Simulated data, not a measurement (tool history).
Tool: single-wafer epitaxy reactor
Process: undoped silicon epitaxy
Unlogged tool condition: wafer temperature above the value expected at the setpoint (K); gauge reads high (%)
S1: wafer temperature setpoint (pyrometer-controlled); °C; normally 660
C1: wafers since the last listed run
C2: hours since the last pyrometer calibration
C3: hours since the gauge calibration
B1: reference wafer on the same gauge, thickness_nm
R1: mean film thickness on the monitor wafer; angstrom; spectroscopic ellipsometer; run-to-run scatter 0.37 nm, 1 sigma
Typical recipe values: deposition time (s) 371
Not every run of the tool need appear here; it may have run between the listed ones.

Run 1, day 0: usual settings; C1 0; C2 2609.2; C3 684.4; B1 84.804. Result: R1 698.06 angstrom.
Run 2, day 1.271: usual settings but deposition time (s) 426; C1 103; C2 2639.7; C3 714.9; B1 84.66. Result: R1 795.71 angstrom.
Run 3, day 2.525: usual settings but deposition time (s) 426; C1 101; C2 2669.8; C3 745; B1 84.979. Result: R1 793.52 angstrom.
Run 4, day 3.104: usual settings; C1 47; C2 2683.7; C3 758.9; B1 84.966. Result: R1 692.04 angstrom.
Run 5, day 4.067: usual settings; C1 78; C2 2706.8; C3 782; B1 84.915. Result: R1 694.91 angstrom.
Run 6, day 5.392: usual settings; C1 107; C2 2738.6; C3 813.8; B1 84.988. Result: R1 695.63 angstrom.
Run 7, day 6.367: usual settings but S1 648 °C; C1 79; C2 2762; C3 837.2; B1 84.896. Result: R1 548.2 angstrom.
Run 8, day 10.279: usual settings but S1 657 °C, deposition time (s) 411; C1 317; C2 2855.9; C3 931.1; B1 85.048. Result: R1 723.15 angstrom.
Run 9, day 12.446: usual settings but S1 657 °C, deposition time (s) 411; C1 175; C2 2907.9; C3 983.1; B1 84.774. Result: R1 715.09 angstrom.
Run 10, day 13.542: usual settings but S1 657 °C, deposition time (s) 411; C1 88; C2 2934.2; C3 1009.4; B1 84.83. Result: R1 712.19 angstrom.
At day 14.408: pyrometer calibrated.
Run 11, day 14.933: usual settings but deposition time (s) 355; C1 85; C2 12.6; C3 1042.8; B1 84.593. Result: R1 723.76 angstrom.
Run 12, day 16.242: usual settings; C1 106; C2 44; C3 1074.2; B1 84.871. Result: R1 743.33 angstrom.
Run 13, day 16.854: usual settings but deposition time (s) 325; C1 49; C2 58.7; C3 1088.9; B1 84.687. Result: R1 651.27 angstrom.
Run 14, day 17.571: usual settings but deposition time (s) 325; C1 58; C2 75.9; C3 1106.1; B1 84.734. Result: R1 657.68 angstrom.
Run 15, day 18.554: usual settings; C1 79; C2 99.5; C3 1129.7; B1 84.932. Result: R1 750.06 angstrom.
Run 16, day 19.275: usual settings; C1 58; C2 116.8; C3 1147; B1 84.911. Result: R1 748.69 angstrom.
Run 17, day 20.008: usual settings but deposition time (s) 333; C1 59; C2 134.4; C3 1164.6; B1 84.865. Result: R1 673.84 angstrom.
Run 18, day 21.133: usual settings but deposition time (s) 333; C1 91; C2 161.4; C3 1191.6; B1 84.861. Result: R1 668.39 angstrom.
Run 19, day 22.625: usual settings but S1 655 °C; C1 121; C2 197.2; C3 1227.4; B1 84.844. Result: R1 686.6 angstrom.
Run 20, day 23.904: usual settings; C1 103; C2 227.9; C3 1258.1; B1 84.907. Result: R1 750.7 angstrom.
Run 21, day 24.675: usual settings but S1 668 °C, deposition time (s) 424; C1 62; C2 246.4; C3 1276.6; B1 84.851. Result: R1 993.9 angstrom.
Run 22, day 26.071: usual settings but S1 657 °C, deposition time (s) 411; C1 113; C2 279.9; C3 1310.1; B1 84.769. Result: R1 792.6 angstrom.
Run 23, day 26.575: usual settings; C1 40; C2 292; C3 1322.2; B1 84.994. Result: R1 749.08 angstrom.
Run 24, day 27.717: usual settings but S1 672 °C; C1 92; C2 319.4; C3 1349.6; B1 84.826. Result: R1 936.15 angstrom.
Run 25, day 28.967: usual settings but deposition time (s) 297; C1 101; C2 349.4; C3 1379.6; B1 84.806. Result: R1 596.02 angstrom.
At day 29.558: gauge calibrated.
Run 26, day 30.338: usual settings but S1 664 °C, deposition time (s) 304; C1 111; C2 382.3; C3 18.7; B1 84.907. Result: R1 665.97 angstrom.
Run 27, day 30.842: usual settings but S1 671 °C, deposition time (s) 400; C1 40; C2 394.4; C3 30.8; B1 84.894. Result: R1 988.53 angstrom.
Run 28, day 31.888: usual settings but S1 664 °C, deposition time (s) 390; C1 84; C2 419.5; C3 55.9; B1 84.666. Result: R1 847.28 angstrom.
Run 29, day 32.892: usual settings but deposition time (s) 398; C1 81; C2 443.6; C3 80; B1 84.963. Result: R1 796.76 angstrom.
Run 30, day 33.65: usual settings but S1 665 °C, deposition time (s) 402; C1 61; C2 461.8; C3 98.2; B1 84.91. Result: R1 892.54 angstrom.
Run 31, day 34.588: usual settings; C1 76; C2 484.3; C3 120.7; B1 85.001. Result: R1 745.88 angstrom.
Run 32, day 37.688: usual settings but S1 654 °C, deposition time (s) 439; C1 251; C2 558.7; C3 195.1; B1 84.828. Result: R1 787.16 angstrom.
Run 33, day 39.417: usual settings; C1 140; C2 600.2; C3 236.6; B1 84.85. Result: R1 749.35 angstrom.
Run 34, day 40.567: usual settings but S1 648 °C, deposition time (s) 307; C1 93; C2 627.8; C3 264.2; B1 84.932. Result: R1 493.52 angstrom.
Run 35, day 41.733: usual settings; C1 94; C2 655.8; C3 292.2; B1 85.036. Result: R1 749.56 angstrom.
Run 36, day 42.596: usual settings but S1 653 °C; C1 70; C2 676.5; C3 312.9; B1 84.874. Result: R1 646.87 angstrom.
Run 37, day 43.338: usual settings but S1 654 °C, deposition time (s) 393; C1 60; C2 694.3; C3 330.7; B1 84.932. Result: R1 705.99 angstrom.
Run 38, day 44.425: usual settings but S1 656 °C, deposition time (s) 404; C1 88; C2 720.4; C3 356.8; B1 84.996. Result: R1 756.09 angstrom.
Run 39, day 45.3: usual settings but S1 647 °C; C1 71; C2 741.4; C3 377.8; B1 84.896. Result: R1 583.48 angstrom.
Run 40, day 46.083: usual settings but S1 672 °C, deposition time (s) 396; C1 63; C2 760.2; C3 396.6; B1 84.77. Result: R1 993.14 angstrom.
Run 41, day 50.2: usual settings but S1 655 °C, deposition time (s) 396; C1 334; C2 859; C3 495.4; B1 84.905. Result: R1 721.33 angstrom.
Run 42, day 51.462: usual settings but S1 654 °C, deposition time (s) 429; C1 102; C2 889.3; C3 525.7; B1 84.93. Result: R1 769.61 angstrom.
Run 43, day 52.475: usual settings but S1 673 °C; C1 82; C2 913.6; C3 550; B1 84.999. Result: R1 945.23 angstrom.
Run 44, day 52.983: usual settings; C1 41; C2 925.8; C3 562.2; B1 84.94. Result: R1 742.01 angstrom.
Run 45, day 53.829: usual settings; C1 68; C2 946.1; C3 582.5; B1 84.926. Result: R1 748.76 angstrom.
Run 46, day 54.333: usual settings but deposition time (s) 445; C1 40; C2 958.2; C3 594.6; B1 84.942. Result: R1 893.82 angstrom.

Consider 5 possible next runs. They are alternatives, not a sequence: every one starts from the tool as it was left by run 46. What does each give?
Run A, day 54.354: usual settings; C1 1; C2 958.7; C3 595.1; B1 ?. Result: R1 ?.
Run B, day 54.354: usual settings but S1 649 °C, deposition time (s) 417; C1 1; C2 958.7; C3 595.1; B1 ?. Result: R1 ?.
Run C, day 54.354: usual settings but S1 655 °C, deposition time (s) 437; C1 1; C2 958.7; C3 595.1; B1 ?. Result: R1 ?.
Run D, day 54.354: usual settings but S1 664 °C, deposition time (s) 299; C1 1; C2 958.7; C3 595.1; B1 ?. Result: R1 ?.
Run E, day 54.354: usual settings but S1 673 °C, deposition time (s) 300; C1 1; C2 958.7; C3 595.1; B1 ?. Result: R1 ?.

run     B1      R1
  A  84.61  745.35
  B  84.61  679.93
  C  84.61   798.9
  D  84.61  647.39
  E  84.61  767.11
The same runs, with their run-to-run variation unchanged, on a tool lacking any hidden condition would have given:
run      R1
  A  751.73
  B  685.87
  C   805.8
  D  652.88
  E  773.52
